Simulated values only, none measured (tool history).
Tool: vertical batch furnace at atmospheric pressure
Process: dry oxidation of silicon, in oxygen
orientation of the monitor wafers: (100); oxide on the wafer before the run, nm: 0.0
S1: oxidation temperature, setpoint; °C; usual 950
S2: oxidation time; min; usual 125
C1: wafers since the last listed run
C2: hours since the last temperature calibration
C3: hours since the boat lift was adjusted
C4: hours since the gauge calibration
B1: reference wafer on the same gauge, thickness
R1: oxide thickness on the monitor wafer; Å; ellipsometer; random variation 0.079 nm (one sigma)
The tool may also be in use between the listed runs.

| run | hour | S1 | S2 | C1 | C2 | C3 | C4 | B1 | R1 |
|---|---|---|---|---|---|---|---|---|---|
| 1 | 0 | 950 | 156 | 0 | 1697.4 | 5670.7 | 267.4 | 45.6 | 600.5 |
| 2 | 15.5 | 950 | 125 | 155 | 1712.9 | 5686.2 | 282.9 | 45.62 | 508.8 |
| 3 | 34.3 | 939 | 173.5 | 188 | 1731.7 | 5705 | 301.7 | 45.62 | 577.2 |
| 4 | 56.1 | 939 | 173.5 | 218 | 1753.5 | 5726.8 | 323.5 | 45.61 | 577.8 |
| 5 | 69.8 | 939 | 173.5 | 137 | 1767.2 | 5740.5 | 337.2 | 45.59 | 577 |
| 6 | 90.7 | 950 | 125 | 209 | 1788.1 | 5761.4 | 358.1 | 45.61 | 509.6 |
| 7 | 116.2 | 950 | 125 | 255 | 1813.6 | 5786.9 | 383.6 | 45.61 | 509.3 |
| 8 | 143.3 | 950 | 125 | 271 | 1840.7 | 5814 | 410.7 | 45.61 | 510 |
| 9 | 167.6 | 950 | 125 | 243 | 1865 | 5838.3 | 435 | 45.55 | 509.2 |
|  | 205.1 | thermocouples replaced and temperature profile calibrated |
|  | 209.1 | boat lift adjusted |
| 10 | 209.6 | 950 | 125 | 139 | 4.5 | 0.5 | 477 | 45.58 | 526.3 |
| 11 | 216.4 | 950 | 125 | 68 | 11.3 | 7.3 | 483.8 | 45.58 | 526.6 |
| 12 | 223.1 | 950 | 125 | 67 | 18 | 14 | 490.5 | 45.6 | 527.4 |
| 13 | 238.1 | 950 | 125 | 150 | 33 | 29 | 505.5 | 45.61 | 527 |
| 14 | 249.8 | 950 | 125 | 117 | 44.7 | 40.7 | 517.2 | 45.59 | 527.3 |
| 15 | 270.8 | 950 | 125 | 210 | 65.7 | 61.7 | 538.2 | 45.61 | 526.2 |
| 16 | 282.7 | 950 | 125 | 119 | 77.6 | 73.6 | 550.1 | 45.6 | 527.1 |
| 17 | 327.7 | 959 | 96.5 | 450 | 122.6 | 118.6 | 595.1 | 45.62 | 479.1 |
| 18 | 348.2 | 950 | 125 | 205 | 143.1 | 139.1 | 615.6 | 45.6 | 525.6 |
| 19 | 376.1 | 959 | 77 | 279 | 171 | 167 | 643.5 | 45.6 | 411.1 |
| 20 | 403.5 | 967 | 96.5 | 274 | 198.4 | 194.4 | 670.9 | 45.56 | 509.7 |
| 21 | 413.9 | 939 | 62.5 | 104 | 208.8 | 204.8 | 681.3 | 45.58 | 289.7 |
| 22 | 423.6 | 960 | 163.5 | 97 | 218.5 | 214.5 | 691 | 45.61 | 701.5 |
| 23 | 438.9 | 972 | 142 | 153 | 233.8 | 229.8 | 706.3 | 45.61 | 695.3 |
| 24 | 463.6 | 943 | 177.5 | 247 | 258.5 | 254.5 | 731 | 45.6 | 631.6 |
|  | 469.4 | gauge calibrated |
| 25 | 473.4 | 957 | 153 | 98 | 268.3 | 264.3 | 4 | 45.6 | 652.2 |
| 26 | 489.4 | 950 | 103.5 | 160 | 284.3 | 280.3 | 20 | 45.62 | 460.2 |
| 27 | 514.1 | 950 | 149 | 247 | 309 | 305 | 44.7 | 45.62 | 597.1 |
| 28 | 524.2 | 961 | 156.5 | 101 | 319.1 | 315.1 | 54.8 | 45.59 | 684.4 |
| 29 | 540.4 | 950 | 149 | 162 | 335.3 | 331.3 | 71 | 45.61 | 597.1 |
| 30 | 555.3 | 950 | 156 | 149 | 350.2 | 346.2 | 85.9 | 45.59 | 615.1 |
| 31 | 572.2 | 940 | 172 | 169 | 367.1 | 363.1 | 102.8 | 45.62 | 595.9 |
| 32 | 588.4 | 936 | 169 | 162 | 383.3 | 379.3 | 119 | 45.58 | 565.1 |
| 33 | 600.3 | 934 | 180.5 | 119 | 395.2 | 391.2 | 130.9 | 45.58 | 579.4 |
| 34 | 614.8 | 950 | 169 | 145 | 409.7 | 405.7 | 145.4 | 45.59 | 652.8 |
| 35 | 641.3 | 940 | 74 | 265 | 436.2 | 432.2 | 171.9 | 45.62 | 327.7 |
| 36 | 660.3 | 934 | 92 | 190 | 455.2 | 451.2 | 190.9 | 45.6 | 356.7 |
| 37 | 685.7 | 950 | 125 | 254 | 480.6 | 476.6 | 216.3 | 45.59 | 526.9 |
| 38 | 700.1 | 950 | 106.5 | 144 | 495 | 491 | 230.7 | 45.6 | 467.9 |
| 39 | 724.5 | 950 | 157.5 | 244 | 519.4 | 515.4 | 255.1 | 45.61 | 621.4 |

How the hidden state differs across the entries between the runs, from the last listed run before each to the first after it:
Between runs 9 and 10: thermocouples replaced and temperature profile calibrated (hour 205.1); boat lift adjusted (hour 209.1)
  true tube temperature minus thermocouple reading, K: 1.5 -> 0.292; monitor wafer colder than the profiled boat position, K: 4.6 -> 0.373
  measured less the result without the state, R1: -16.7 -> -0.4 Å
Between runs 24 and 25: gauge calibrated (hour 469.4)
  true tube temperature minus thermocouple reading, K: 0.32 -> 0.322; monitor wafer colder than the profiled boat position, K: 0.565 -> 0.573
  measured less the result without the state, R1: -1.6 -> -1.5 Å
